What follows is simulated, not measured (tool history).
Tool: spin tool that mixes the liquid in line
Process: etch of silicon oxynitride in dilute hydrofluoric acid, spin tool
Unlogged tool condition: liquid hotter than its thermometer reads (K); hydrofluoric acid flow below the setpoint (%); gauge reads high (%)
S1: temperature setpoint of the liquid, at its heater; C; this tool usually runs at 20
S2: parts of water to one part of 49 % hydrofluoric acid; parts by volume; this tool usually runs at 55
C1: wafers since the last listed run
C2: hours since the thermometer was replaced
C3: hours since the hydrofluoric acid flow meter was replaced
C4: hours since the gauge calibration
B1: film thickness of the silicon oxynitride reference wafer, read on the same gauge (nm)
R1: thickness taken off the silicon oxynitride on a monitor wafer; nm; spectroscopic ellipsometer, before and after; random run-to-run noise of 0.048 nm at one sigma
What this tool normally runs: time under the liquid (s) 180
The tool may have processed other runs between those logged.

run 1 hour=0 | S1=20 S2=55 time_under_the_liquid_(s)=180 | C1=0 C2=1329.2 C3=848.6 C4=553.7 | B1=69.96 | R1=6.65
run 2 hour=43.6 | S1=20 S2=55 time_under_the_liquid_(s)=180 | C1=231 C2=1372.8 C3=892.2 C4=597.3 | B1=70.01 | R1=6.65
run 3 hour=114.6 | S1=20 S2=55 time_under_the_liquid_(s)=180 | C1=377 C2=1443.8 C3=963.2 C4=668.3 | B1=70.04 | R1=6.53
run 4 hour=323.7 | S1=20 S2=50 time_under_the_liquid_(s)=95 | C1=1111 C2=1652.9 C3=1172.3 C4=877.4 | B1=69.99 | R1=3.81
run 5 hour=377.7 | S1=20 S2=55 time_under_the_liquid_(s)=180 | C1=287 C2=1706.9 C3=1226.3 C4=931.4 | B1=70.06 | R1=6.46
run 6 hour=415.9 | S1=20 S2=55 time_under_the_liquid_(s)=180 | C1=203 C2=1745.1 C3=1264.5 C4=969.6 | B1=69.99 | R1=6.46
run 7 hour=459.6 | S1=20 S2=55 time_under_the_liquid_(s)=180 | C1=232 C2=1788.8 C3=1308.2 C4=1013.3 | B1=70.01 | R1=6.48
run 8 hour=488.2 | S1=20 S2=70 time_under_the_liquid_(s)=180 | C1=152 C2=1817.4 C3=1336.8 C4=1041.9 | B1=70 | R1=5.07
run 9 hour=538.6 | S1=20 S2=70 time_under_the_liquid_(s)=180 | C1=267 C2=1867.8 C3=1387.2 C4=1092.3 | B1=69.96 | R1=5.08
-- hour=539.8 gauge calibrated
run 10 hour=572.3 | S1=20 S2=55 time_under_the_liquid_(s)=180 | C1=179 C2=1901.5 C3=1420.9 C4=32.5 | B1=70.04 | R1=6.47
run 11 hour=616.4 | S1=17 S2=55 time_under_the_liquid_(s)=285 | C1=234 C2=1945.6 C3=1465 C4=76.6 | B1=69.97 | R1=8.67
run 12 hour=665.2 | S1=20 S2=50 time_under_the_liquid_(s)=95 | C1=259 C2=1994.4 C3=1513.8 C4=125.4 | B1=70.01 | R1=3.75
run 13 hour=715.5 | S1=17 S2=55 time_under_the_liquid_(s)=285 | C1=267 C2=2044.7 C3=1564.1 C4=175.7 | B1=70.05 | R1=8.67
-- hour=723.4 hydrofluoric acid flow meter replaced
-- hour=737.6 thermometer replaced
run 14 hour=772.3 | S1=17 S2=80 time_under_the_liquid_(s)=95 | C1=291 C2=34.7 C3=48.9 C4=232.5 | B1=69.99 | R1=2.08
run 15 hour=834.9 | S1=18 S2=35 time_under_the_liquid_(s)=215 | C1=332 C2=97.3 C3=111.5 C4=295.1 | B1=69.99 | R1=11.74
run 16 hour=860.2 | S1=17 S2=30 time_under_the_liquid_(s)=180 | C1=134 C2=122.6 C3=136.8 C4=320.4 | B1=70.01 | R1=10.8
run 17 hour=894.6 | S1=20 S2=65 time_under_the_liquid_(s)=180 | C1=182 C2=157 C3=171.2 C4=354.8 | B1=69.98 | R1=5.68
run 18 hour=943.3 | S1=20 S2=55 time_under_the_liquid_(s)=180 | C1=258 C2=205.7 C3=219.9 C4=403.5 | B1=70 | R1=6.76
run 19 hour=1005.9 | S1=21.5 S2=45 time_under_the_liquid_(s)=180 | C1=332 C2=268.3 C3=282.5 C4=466.1 | B1=70.02 | R1=9.04
run 20 hour=1048 | S1=20 S2=65 time_under_the_liquid_(s)=280 | C1=223 C2=310.4 C3=324.6 C4=508.2 | B1=70.01 | R1=8.86
run 21 hour=1106.7 | S1=17 S2=25 time_under_the_liquid_(s)=180 | C1=312 C2=369.1 C3=383.3 C4=566.9 | B1=70.02 | R1=12.8

Same runs, no hidden state in the tool, same run-to-run variation:
run=1 R1=6.95
run=2 R1=6.96
run=3 R1=6.86
run=4 R1=4.03
run=5 R1=6.87
run=6 R1=6.88
run=7 R1=6.91
run=8 R1=5.42
run=9 R1=5.44
run=10 R1=6.94
run=11 R1=9.32
run=12 R1=4.04
run=13 R1=9.36
run=14 R1=2.12
run=15 R1=11.94
run=16 R1=11
run=17 R1=5.8
run=18 R1=6.91
run=19 R1=9.26
run=20 R1=9.1
run=21 R1=13.17
